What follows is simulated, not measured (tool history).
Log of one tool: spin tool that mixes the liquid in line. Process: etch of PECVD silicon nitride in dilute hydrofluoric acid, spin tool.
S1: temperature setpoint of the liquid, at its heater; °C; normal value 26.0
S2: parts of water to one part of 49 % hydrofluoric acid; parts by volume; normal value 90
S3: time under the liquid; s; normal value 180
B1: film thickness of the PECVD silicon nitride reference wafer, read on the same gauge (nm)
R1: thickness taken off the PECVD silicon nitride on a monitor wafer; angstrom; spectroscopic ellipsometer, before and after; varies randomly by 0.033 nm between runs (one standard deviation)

| run | hour | S1 | S2 | S3 | B1 | R1 |
|---|---|---|---|---|---|---|
| 1 | 0.0 | 26.0 | 90 | 180 | 40.011 | 41.65 |
| 2 | 13.7 | 26.0 | 90 | 180 | 40.006 | 41.74 |
| 3 | 101.7 | 26.0 | 90 | 180 | 39.995 | 41.51 |
| 4 | 127.4 | 26.0 | 90 | 180 | 40.016 | 41.14 |
| 5 | 153.1 | 26.0 | 90 | 180 | 40.006 | 41.08 |
| 6 | 165.1 | 26.0 | 90 | 180 | 40.003 | 41.07 |
| 7 | 191.8 | 29.5 | 60 | 180 | 40.009 | 76.78 |
| 8 | 227.2 | 29.0 | 90 | 150 | 40.002 | 40.46 |
|  | 255.4 | hydrofluoric acid flow meter replaced |
| 9 | 262.2 | 26.0 | 90 | 180 | 40.029 | 42.33 |
| 10 | 296.0 | 26.0 | 90 | 180 | 40.010 | 42.59 |
| 11 | 325.9 | 26.0 | 90 | 180 | 39.987 | 41.81 |
| 12 | 338.8 | 30.0 | 90 | 180 | 40.035 | 54.42 |
| 13 | 363.8 | 30.0 | 90 | 180 | 39.993 | 53.97 |
| 14 | 397.7 | 30.0 | 90 | 180 | 40.006 | 53.30 |
|  | 402.5 | gauge calibrated |
| 15 | 419.5 | 24.0 | 90 | 240 | 40.012 | 48.06 |
|  | 426.9 | thermometer replaced |
| 16 | 450.1 | 31.0 | 130 | 180 | 39.968 | 39.51 |
| 17 | 471.7 | 29.5 | 60 | 180 | 40.046 | 77.59 |
| 18 | 494.5 | 26.0 | 115 | 180 | 39.994 | 32.54 |
| 19 | 526.7 | 26.0 | 90 | 180 | 40.000 | 40.97 |
| 20 | 545.5 | 26.0 | 90 | 180 | 39.975 | 40.62 |
| 21 | 563.5 | 24.5 | 45 | 260 | 39.985 | 104.97 |
| 22 | 586.2 | 24.0 | 50 | 180 | 40.003 | 63.47 |
| 23 | 606.9 | 26.0 | 90 | 135 | 39.992 | 29.96 |
| 24 | 674.7 | 26.0 | 90 | 180 | 39.988 | 40.50 |
| 25 | 702.5 | 29.0 | 50 | 180 | 40.014 | 86.39 |
| 26 | 726.4 | 23.0 | 75 | 180 | 39.996 | 39.42 |
| 27 | 745.5 | 22.0 | 90 | 110 | 39.981 | 18.48 |
| 28 | 764.7 | 30.0 | 90 | 180 | 40.006 | 50.94 |
| 29 | 779.7 | 22.0 | 50 | 270 | 40.008 | 80.65 |
| 30 | 799.5 | 29.0 | 90 | 285 | 40.005 | 76.95 |
|  | 815.3 | hydrofluoric acid flow meter replaced |
| 31 | 832.0 | 26.0 | 90 | 180 | 40.015 | 42.97 |

What was the tool's hidden state at every run in the log?
liquid colder than its thermometer reads (K): 0 in every run
gauge reads high (%): 0 in every run
H1: hydrofluoric acid flow below the setpoint (%)
| run | H1 |
|---|---|
| 1 | 2.89 |
| 2 | 3.04 |
| 3 | 4.01 |
| 4 | 4.29 |
| 5 | 4.57 |
| 6 | 4.7 |
| 7 | 5 |
| 8 | 5.39 |
| 9 | 1.21 |
| 10 | 1.59 |
| 11 | 1.91 |
| 12 | 2.06 |
| 13 | 2.33 |
| 14 | 2.7 |
| 15 | 2.94 |
| 16 | 3.28 |
| 17 | 3.52 |
| 18 | 3.77 |
| 19 | 4.12 |
| 20 | 4.33 |
| 21 | 4.53 |
| 22 | 4.78 |
| 23 | 5 |
| 24 | 5.75 |
| 25 | 6.06 |
| 26 | 6.32 |
| 27 | 6.53 |
| 28 | 6.74 |
| 29 | 6.9 |
| 30 | 7.12 |
| 31 | 0.439 |
